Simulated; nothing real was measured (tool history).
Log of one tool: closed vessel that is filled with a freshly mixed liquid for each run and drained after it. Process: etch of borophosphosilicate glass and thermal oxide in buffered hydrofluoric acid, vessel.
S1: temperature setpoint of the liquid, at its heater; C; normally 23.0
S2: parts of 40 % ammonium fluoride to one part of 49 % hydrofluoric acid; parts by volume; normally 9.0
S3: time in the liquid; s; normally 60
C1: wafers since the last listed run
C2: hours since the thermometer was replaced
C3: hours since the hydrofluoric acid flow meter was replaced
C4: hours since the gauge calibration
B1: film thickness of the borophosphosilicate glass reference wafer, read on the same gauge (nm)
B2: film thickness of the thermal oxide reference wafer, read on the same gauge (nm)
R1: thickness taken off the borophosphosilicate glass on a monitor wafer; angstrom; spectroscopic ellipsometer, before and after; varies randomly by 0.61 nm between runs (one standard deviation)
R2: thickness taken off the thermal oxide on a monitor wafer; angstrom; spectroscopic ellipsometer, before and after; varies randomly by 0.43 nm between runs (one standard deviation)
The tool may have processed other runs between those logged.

Run 1, hour 0.0: usual settings but S1 20.0 C; C1 0; C2 1944.6; C3 579.1; C4 58.0; B1 130.00; B2 130.05. Result: R1 770.6 angstrom, R2 706.9 angstrom.
Run 2, hour 15.1: usual settings; C1 1365; C2 1959.7; C3 594.2; C4 73.1; B1 130.00; B2 130.05. Result: R1 902.2 angstrom, R2 844.1 angstrom.
Run 3, hour 29.0: usual settings but S1 21.0 C; C1 1256; C2 1973.6; C3 608.1; C4 87.0; B1 130.00; B2 130.00. Result: R1 828.0 angstrom, R2 751.4 angstrom.
Run 4, hour 41.0: usual settings but S1 21.0 C; C1 1085; C2 1985.6; C3 620.1; C4 99.0; B1 130.00; B2 130.00. Result: R1 820.6 angstrom, R2 752.2 angstrom.
Run 5, hour 58.5: usual settings but S1 20.0 C, S3 85 s; C1 1582; C2 2003.1; C3 637.6; C4 116.5; B1 129.99; B2 129.99. Result: R1 1102.4 angstrom, R2 999.3 angstrom.
Run 6, hour 65.9: usual settings but S1 20.0 C, S3 85 s; C1 669; C2 2010.5; C3 645.0; C4 123.9; B1 130.01; B2 130.05. Result: R1 1113.5 angstrom, R2 1020.6 angstrom.
At hour 68.5: hydrofluoric acid flow meter replaced.
At hour 73.5: thermometer replaced.
Run 7, hour 83.8: usual settings but S1 20.0 C, S3 85 s; C1 1437; C2 10.3; C3 15.3; C4 141.8; B1 130.00; B2 130.02. Result: R1 996.3 angstrom, R2 928.4 angstrom.
Run 8, hour 97.7: usual settings but S3 85 s; C1 1256; C2 24.2; C3 29.2; C4 155.7; B1 130.01; B2 129.99. Result: R1 1193.3 angstrom, R2 1074.5 angstrom.
At hour 108.8: gauge calibrated.
Run 9, hour 125.1: usual settings but S1 26.0 C, S3 35 s; C1 2477; C2 51.6; C3 56.6; C4 16.3; B1 129.99; B2 130.00. Result: R1 575.9 angstrom, R2 529.1 angstrom.
Run 10, hour 131.5: usual settings; C1 578; C2 58.0; C3 63.0; C4 22.7; B1 130.00; B2 129.97. Result: R1 840.4 angstrom, R2 773.8 angstrom.
Run 11, hour 140.5: usual settings but S2 10.0 parts by volume; C1 813; C2 67.0; C3 72.0; C4 31.7; B1 130.01; B2 129.99. Result: R1 783.1 angstrom, R2 710.4 angstrom.
Run 12, hour 155.3: usual settings but S1 25.5 C, S3 90 s; C1 1338; C2 81.8; C3 86.8; C4 46.5; B1 130.01; B2 129.99. Result: R1 1431.9 angstrom, R2 1335.3 angstrom.
Run 13, hour 171.4: usual settings but S1 27.0 C, S2 11.0 parts by volume, S3 90 s; C1 1455; C2 97.9; C3 102.9; C4 62.6; B1 130.00; B2 130.02. Result: R1 1330.2 angstrom, R2 1227.8 angstrom.
Run 14, hour 183.2: usual settings but S2 7.5 parts by volume, S3 85 s; C1 1066; C2 109.7; C3 114.7; C4 74.4; B1 129.97; B2 129.98. Result: R1 1478.7 angstrom, R2 1348.2 angstrom.
Run 15, hour 194.0: usual settings but S1 27.5 C, S2 11.5 parts by volume, S3 95 s; C1 976; C2 120.5; C3 125.5; C4 85.2; B1 129.99; B2 130.05. Result: R1 1390.7 angstrom, R2 1294.3 angstrom.
Run 16, hour 206.3: usual settings but S1 20.0 C, S2 12.5 parts by volume; C1 1112; C2 132.8; C3 137.8; C4 97.5; B1 130.00; B2 129.96. Result: R1 541.2 angstrom, R2 494.8 angstrom.
Run 17, hour 213.2: usual settings; C1 623; C2 139.7; C3 144.7; C4 104.4; B1 130.00; B2 129.98. Result: R1 845.1 angstrom, R2 784.1 angstrom.

Hidden condition of the tool, last listed run before each entry between runs versus first listed run after:
From run 6 to run 7: hydrofluoric acid flow meter replaced (hour 68.5); thermometer replaced (hour 73.5)
  hydrofluoric acid flow above the setpoint (%): 11 -> 1.47
  measured less the result without the state, R1: +120.9 -> +15.9 angstrom; R2: +109.7 -> +14.6 angstrom
From run 8 to run 9: gauge calibrated (hour 108.8)
  hydrofluoric acid flow above the setpoint (%): 1.71 -> 2.16
  measured less the result without the state, R1: +22.0 -> +13.3 angstrom; R2: +19.6 -> +12.1 angstrom
